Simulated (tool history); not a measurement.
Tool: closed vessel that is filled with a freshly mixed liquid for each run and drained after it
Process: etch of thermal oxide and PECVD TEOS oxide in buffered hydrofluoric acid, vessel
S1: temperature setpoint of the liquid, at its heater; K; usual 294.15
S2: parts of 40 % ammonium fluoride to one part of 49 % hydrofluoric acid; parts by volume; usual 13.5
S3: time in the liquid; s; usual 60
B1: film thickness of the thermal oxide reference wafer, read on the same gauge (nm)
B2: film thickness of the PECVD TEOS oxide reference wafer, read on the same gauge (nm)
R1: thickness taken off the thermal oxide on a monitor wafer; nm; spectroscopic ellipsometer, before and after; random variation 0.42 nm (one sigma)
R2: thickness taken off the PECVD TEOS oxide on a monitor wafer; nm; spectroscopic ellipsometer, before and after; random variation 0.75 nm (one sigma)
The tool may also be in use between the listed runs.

run	hour	S1	S2	S3	B1	B2	R1	R2
1	0.0	294.15	13.5	60	124.25	143.40	46.68	139.91
2	67.8	294.15	13.5	60	123.67	142.67	46.57	139.57
3	105.5	291.15	13.5	60	123.28	142.29	39.15	116.87
4	173.1	291.15	13.5	60	122.65	141.53	39.16	116.23
5	221.8	294.15	13.5	60	122.19	140.97	46.71	138.33
6	270.5	290.65	13.5	60	121.67	140.39	38.07	112.40
7	318.1	297.65	13.5	60	121.18	139.80	55.23	164.73
8	372.0	297.65	13.5	60	120.58	139.13	56.49	163.02
# hour 387.1: gauge calibrated
9	415.8	297.65	13.5	60	128.88	148.79	59.29	174.95
10	451.2	298.65	13.5	60	128.92	148.73	62.40	184.04
11	497.6	291.15	13.5	60	128.91	148.70	40.41	122.06
12	554.0	294.15	13.5	60	128.86	148.67	48.86	143.80
13	601.6	296.65	13.5	40	128.81	148.65	36.92	109.91
14	626.7	298.15	17.0	50	128.75	148.54	40.38	118.94
15	653.3	297.15	16.0	85	128.68	148.49	69.31	203.22
# hour 655.5: hydrofluoric acid flow meter replaced
16	710.0	298.65	19.0	60	128.56	148.33	44.51	132.13
17	761.8	294.15	13.5	60	128.43	148.23	49.73	141.96
18	811.7	296.15	12.0	60	128.36	148.05	60.83	177.96
19	878.7	294.15	11.0	60	128.14	147.80	59.38	175.69
20	934.7	292.15	17.0	50	127.92	147.60	28.61	84.45
# hour 937.4: thermometer replaced
21	1000.2	294.15	13.5	60	127.63	147.31	48.71	143.75
22	1071.7	294.15	16.5	60	127.30	146.92	39.30	116.69
23	1098.9	294.15	9.5	60	127.20	146.79	66.30	196.29
24	1136.9	294.15	10.0	60	127.00	146.54	64.14	190.74
25	1166.0	294.15	16.5	60	126.87	146.32	39.67	116.41
26	1263.2	290.15	18.5	40	126.25	145.70	18.34	54.74
27	1314.6	294.15	13.5	60	125.93	145.32	47.51	142.61

Forecast each of these 3 alternatives for the next run:
A	1315.3	294.15	13.5	60	?	?	?	?
B	1315.3	292.65	17.5	80	?	?	?	?
C	1315.3	290.15	13.5	60	?	?	?	?

run	B1	B2	R1	R2
A	125.92	145.31	47.98	139.62
B	125.92	145.31	45.57	132.59
C	125.92	145.31	38.29	111.41
Without the tool's hidden state the same runs would have given:
run	R1	R2
A	49.53	144.12
B	47.03	136.86
C	39.52	115.00
